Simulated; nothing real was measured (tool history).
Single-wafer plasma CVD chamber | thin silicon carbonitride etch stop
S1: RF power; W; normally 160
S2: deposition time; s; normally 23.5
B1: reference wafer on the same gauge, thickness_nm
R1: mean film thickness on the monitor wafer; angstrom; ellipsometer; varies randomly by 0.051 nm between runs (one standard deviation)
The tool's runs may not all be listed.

run	hour	S1	S2	B1	R1
1	0.0	160	23.5	9.597	107.91
# hour 6.1: RF generator calibrated
2	53.0	160	23.5	9.602	109.51
3	97.4	160	23.5	9.593	109.32
# hour 177.0: thermocouple changed; heater temperature recalibrated
4	360.5	160	23.5	9.602	108.65
# hour 539.4: gauge calibrated
5	588.6	180	23.5	9.597	111.27
6	663.2	180	23.5	9.605	111.34
7	704.4	160	23.5	9.602	108.29
8	744.1	160	23.5	9.599	107.81
9	787.1	140	19.6	9.597	86.16
10	873.6	135	27.3	9.599	118.82
11	930.0	185	23.5	9.598	111.07
# hour 961.9: showerhead replaced
# hour 974.0: RF generator calibrated
12	982.3	170	27.4	9.596	130.31
13	1074.1	180	23.5	9.604	113.00
# hour 1095.0: thermocouple changed; heater temperature recalibrated
# hour 1286.7: gauge calibrated
14	1362.3	180	27.6	9.604	130.09
15	1407.8	160	21.5	9.592	98.16

Run 16 is up next; what results do you expect?
16	1446.2	150	19.3	?	?

B1: 9.599
R1: 86.64 angstrom
Were there no unlogged condition in the tool, this run, its random variation unchanged, would have produced R1 88.71 angstrom.
